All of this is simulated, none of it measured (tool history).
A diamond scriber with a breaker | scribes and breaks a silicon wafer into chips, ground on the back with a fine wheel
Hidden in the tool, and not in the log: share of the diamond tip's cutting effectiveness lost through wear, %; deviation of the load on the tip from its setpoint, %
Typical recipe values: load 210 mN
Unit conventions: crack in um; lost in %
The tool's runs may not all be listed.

run	hour	load	wafers since the last listed run	hours since the diamond tip was replaced	hours since the load on the tip was calibrated	incoming depth of the damage left on the back of the incoming wafer, um	crack	lost
1	0.0	210	0	414.9	1519.3	2.22	13.27	1.51
2	15.6	210	61	430.5	1534.9	2.94	13.92	2.05
3	44.3	210	112	459.2	1563.6	1.78	13.75	1.67
4	74.3	225	118	489.2	1593.6	2.68	13.85	1.54
5	95.7	210	84	510.6	1615.0	2.46	13.08	2.35
6	128.4	210	128	543.3	1647.7	2.61	13.08	2.56
7	155.5	210	106	570.4	1674.8	2.42	13.56	2.84
8	168.2	210	49	583.1	1687.5	1.50	13.03	2.59
9	193.8	210	100	608.7	1713.1	1.59	12.67	2.95
10	215.2	210	84	630.1	1734.5	2.64	12.84	3.61
11	227.3	210	47	642.2	1746.6	2.20	12.54	3.79
# hour 245.6: diamond tip replaced by a new one
12	246.1	210	66	0.5	1765.4	1.58	11.18	8.07
13	262.7	210	65	17.1	1782.0	2.64	11.67	8.24
14	295.3	210	128	49.7	1814.6	2.06	11.55	7.83
15	325.3	250	118	79.7	1844.6	2.31	12.79	3.61
16	423.2	250	385	177.6	1942.5	2.41	12.58	4.00
17	447.0	250	93	201.4	1966.3	1.79	12.89	3.72
# hour 463.4: diamond tip replaced by a new one, repeated, since the last time left the tool worse
18	463.9	210	58	0.5	1983.2	1.93	14.32	0.88
19	476.5	190	49	13.1	1995.8	2.18	14.00	1.61
20	499.6	190	90	36.2	2018.9	2.96	13.77	2.06
# hour 518.4: load on the tip recalibrated
21	522.2	159	81	58.8	3.8	1.90	12.27	4.70
22	553.3	151	122	89.9	34.9	1.81	11.90	5.48
23	587.3	210	133	123.9	68.9	1.96	14.57	0.91
24	621.4	210	134	158.0	103.0	2.27	14.43	1.03
25	676.2	210	215	212.8	157.8	1.78	14.39	0.97
26	691.1	268	58	227.7	172.7	1.95	16.33	2.59
27	713.7	250	88	250.3	195.3	2.27	15.88	1.60
28	727.7	185	55	264.3	209.3	2.52	13.29	2.60
29	750.3	253	88	286.9	231.9	2.69	15.53	1.79
30	779.2	210	113	315.8	260.8	2.95	14.55	1.55
31	804.5	240	99	341.1	286.1	2.15	14.80	1.07
32	830.9	226	103	367.5	312.5	2.58	14.40	1.24
33	902.1	210	280	438.7	383.7	2.74	13.45	1.94
34	919.5	210	68	456.1	401.1	2.44	13.66	1.88
35	941.5	154	86	478.1	423.1	2.42	11.26	8.58
# hour 1043.5: diamond tip replaced by a new one
36	1044.0	243	395	0.5	525.6	2.20	15.54	1.68
37	1055.8	254	46	12.3	537.4	1.82	16.66	2.13
38	1075.2	210	76	31.7	556.8	2.29	14.35	1.07
39	1088.0	257	50	44.5	569.6	1.72	16.23	2.29
40	1118.0	270	118	74.5	599.6	2.42	16.95	3.06

Hidden state or all else? Some run-to-run changes of crack, split into what the settings, what came in and random variation would give without the hidden state, and what is left for the hidden state (with any gauge scatter that isn't in both results):
Run 11 -> 12: diamond tip replaced by a new one. crack -1.36 um: hidden state -1.12, all else -0.24.
Run 17 -> 18: load 250 -> 210, diamond tip replaced by a new one, repeated, since the last time left the tool worse. crack +1.43 um: hidden state +3.66, all else -2.23.
Run 22 -> 23: load 151 -> 210. crack +2.67 um: hidden state -0.06, all else +2.73.
Run 27 -> 28: load 250 -> 185. crack -2.59 um: hidden state +0.05, all else -2.64.
Run 35 -> 36: load 154 -> 243, diamond tip replaced by a new one. crack +4.28 um: hidden state +0.77, all else +3.51.
